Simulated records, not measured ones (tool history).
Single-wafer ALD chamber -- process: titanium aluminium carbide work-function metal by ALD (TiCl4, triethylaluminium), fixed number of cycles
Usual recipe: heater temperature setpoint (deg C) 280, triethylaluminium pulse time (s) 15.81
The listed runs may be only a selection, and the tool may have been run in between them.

| run | day | heater temperature setpoint (deg C) | triethylaluminium pulse time (s) | wafers since the last listed run | hours since the last thermocouple change | hours since the last triethylaluminium bottle change | hours since the showerhead was replaced | hours since the gauge calibration | read-back reference wafer on the same gauge, thickness_nm | mean film thickness on the monitor wafer (nm) |
|---|---|---|---|---|---|---|---|---|---|---|
| 1 | 0 | 280 | 15.81 | 0 | 903.1 | 344.5 | 5996.2 | 65.1 | 2.09 | 1.748 |
| 2 | 0.662 | 280 | 15.81 | 106 | 919 | 360.4 | 6012.1 | 81 | 2.092 | 1.751 |
| 3 | 2.275 | 280 | 15.81 | 259 | 957.7 | 399.1 | 6050.8 | 119.7 | 2.09 | 1.752 |
| 4 | 4.375 | 280 | 12.87 | 337 | 1008.1 | 449.5 | 6101.2 | 170.1 | 2.087 | 1.699 |
| 5 | 5.321 | 280 | 12.87 | 152 | 1030.8 | 472.2 | 6123.9 | 192.8 | 2.091 | 1.693 |
| 6 | 6.162 | 280 | 12.87 | 135 | 1051 | 492.4 | 6144.1 | 213 | 2.088 | 1.675 |
| 7 | 7.062 | 280 | 15.81 | 144 | 1072.6 | 514 | 6165.7 | 234.6 | 2.09 | 1.743 |
| 8 | 7.817 | 280 | 15.81 | 121 | 1090.7 | 532.1 | 6183.8 | 252.7 | 2.091 | 1.735 |
| 9 | 9.029 | 280 | 15.81 | 195 | 1119.8 | 561.2 | 6212.9 | 281.8 | 2.09 | 1.718 |
| 10 | 10.092 | 280 | 15.81 | 170 | 1145.3 | 586.7 | 6238.4 | 307.3 | 2.089 | 1.721 |
| 11 | 11.083 | 280 | 15.81 | 159 | 1169.1 | 610.5 | 6262.2 | 331.1 | 2.088 | 1.701 |
| 12 | 14.354 | 280 | 15.81 | 526 | 1247.6 | 689 | 6340.7 | 409.6 | 2.091 | 1.685 |
|  | 15.388 | triethylaluminium bottle replaced |
| 13 | 15.408 | 280 | 15.81 | 115 | 1272.9 | 0.5 | 6366 | 434.9 | 2.089 | 1.752 |
| 14 | 16.1 | 280 | 15.81 | 111 | 1289.5 | 17.1 | 6382.6 | 451.5 | 2.088 | 1.761 |
| 15 | 17.55 | 280 | 15.81 | 233 | 1324.3 | 51.9 | 6417.4 | 486.3 | 2.09 | 1.761 |
| 16 | 18.433 | 280 | 15.81 | 142 | 1345.5 | 73.1 | 6438.6 | 507.5 | 2.093 | 1.755 |
| 17 | 19.625 | 293 | 15.81 | 191 | 1374.1 | 101.7 | 6467.2 | 536.1 | 2.09 | 1.844 |
| 18 | 20.225 | 280 | 15.81 | 96 | 1388.5 | 116.1 | 6481.6 | 550.5 | 2.09 | 1.768 |
| 19 | 21.283 | 280 | 15.81 | 170 | 1413.9 | 141.5 | 6507 | 575.9 | 2.091 | 1.758 |
|  | 22.504 | thermocouple changed; heater temperature recalibrated |
| 20 | 22.729 | 266 | 17.67 | 178 | 5.4 | 176.2 | 6541.7 | 610.6 | 2.09 | 1.658 |
| 21 | 23.308 | 280 | 15.81 | 93 | 19.3 | 190.1 | 6555.6 | 624.5 | 2.09 | 1.749 |
| 22 | 24.417 | 266 | 12.61 | 178 | 45.9 | 216.7 | 6582.2 | 651.1 | 2.093 | 1.626 |
| 23 | 24.988 | 280 | 13.88 | 91 | 59.6 | 230.4 | 6595.9 | 664.8 | 2.091 | 1.726 |
|  | 25.283 | gauge calibrated |
| 24 | 25.496 | 272 | 13.34 | 81 | 71.8 | 242.6 | 6608.1 | 5.1 | 2.09 | 1.681 |
| 25 | 26.217 | 272 | 13.34 | 115 | 89.1 | 259.9 | 6625.4 | 22.4 | 2.088 | 1.677 |
|  | 26.871 | showerhead replaced |
| 26 | 26.892 | 280 | 15.81 | 54 | 105.3 | 276.1 | 0.5 | 38.6 | 2.09 | 1.75 |
| 27 | 27.696 | 275 | 11.45 | 129 | 124.6 | 295.4 | 19.8 | 57.9 | 2.091 | 1.657 |
| 28 | 29.058 | 280 | 18.05 | 219 | 157.3 | 328.1 | 52.5 | 90.6 | 2.09 | 1.764 |
| 29 | 29.625 | 280 | 13.73 | 91 | 170.9 | 341.7 | 66.1 | 104.2 | 2.092 | 1.73 |
| 30 | 31.125 | 274 | 11.27 | 241 | 206.9 | 377.7 | 102.1 | 140.2 | 2.086 | 1.634 |
| 31 | 32.183 | 271 | 21.66 | 170 | 232.3 | 403.1 | 127.5 | 165.6 | 2.089 | 1.695 |
| 32 | 33.392 | 287 | 17.68 | 194 | 261.3 | 432.1 | 156.5 | 194.6 | 2.091 | 1.794 |
| 33 | 33.958 | 280 | 15.81 | 91 | 274.9 | 445.7 | 170.1 | 208.2 | 2.089 | 1.746 |
| 34 | 34.479 | 280 | 15.81 | 83 | 287.4 | 458.2 | 182.6 | 220.7 | 2.09 | 1.755 |

Each row is a separate what-if for the run after 34, all from the same tool condition, not one after another. Results?
| A | 34.496 | 280 | 15.81 | 2 | 287.8 | 458.6 | 183 | 221.1 | ? | ? |
| B | 34.496 | 280 | 21.8 | 2 | 287.8 | 458.6 | 183 | 221.1 | ? | ? |
| C | 34.496 | 266 | 15.81 | 2 | 287.8 | 458.6 | 183 | 221.1 | ? | ? |

| run | read-back reference wafer on the same gauge, thickness_nm | mean film thickness on the monitor wafer (nm) |
|---|---|---|
| A | 2.09 | 1.73 |
| B | 2.09 | 1.752 |
| C | 2.09 | 1.631 |
Without the tool's unlogged condition, the same runs would have read:
| run | mean film thickness on the monitor wafer (nm) |
|---|---|
| A | 1.748 |
| B | 1.755 |
| C | 1.648 |
